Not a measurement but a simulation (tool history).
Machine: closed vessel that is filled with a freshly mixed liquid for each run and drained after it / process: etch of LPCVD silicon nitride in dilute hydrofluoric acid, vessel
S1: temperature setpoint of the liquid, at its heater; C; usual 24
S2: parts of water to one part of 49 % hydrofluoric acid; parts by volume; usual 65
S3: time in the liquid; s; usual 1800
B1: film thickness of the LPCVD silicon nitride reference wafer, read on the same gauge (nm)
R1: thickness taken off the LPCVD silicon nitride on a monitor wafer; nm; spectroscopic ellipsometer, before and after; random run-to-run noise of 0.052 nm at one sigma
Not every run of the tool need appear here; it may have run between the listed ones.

run     day  S1  S2    S3      B1     R1
  1       0  24  65  1800  129.98  16.71
      0.421  -- gauge calibrated
  2   0.812  24  65  1800     130   16.6
  3   1.658  24  65  1800  129.99  16.74
  4   2.529  24  85  1800     130  12.87
  5   3.671  24  85  1800  129.99  12.86
  6   4.392  24  85  1800  130.02  12.88
  7   5.821  24  65  1800  130.03  16.78
  8   6.771  24  70  1800  129.99  15.74
      7.688  -- thermometer replaced
  9   7.792  24  70  1800     130  14.83
 10    9.25  24  70  1800     130  14.86
 11  10.142  24  65  1800  130.02  15.83
 12  11.208  24  65  1800  130.01  15.91
 13  12.454  24  65  2350  130.02  20.87
     13.162  -- gauge calibrated
 14  13.762  24  65  1800  129.99  16.04
 15  14.296  24  65  1800  129.96  16.08

Run 16 has not been measured yet. What should we expect?
     14.471  -- hydrofluoric acid flow meter replaced
 16  15.358  24  65  2805   ?   ?

{"run 16": {"B1": 129.99, "R1": 25.07}}
With the hidden condition absent and the run-to-run variation left alone, this run would have shown R1 24.49 nm.
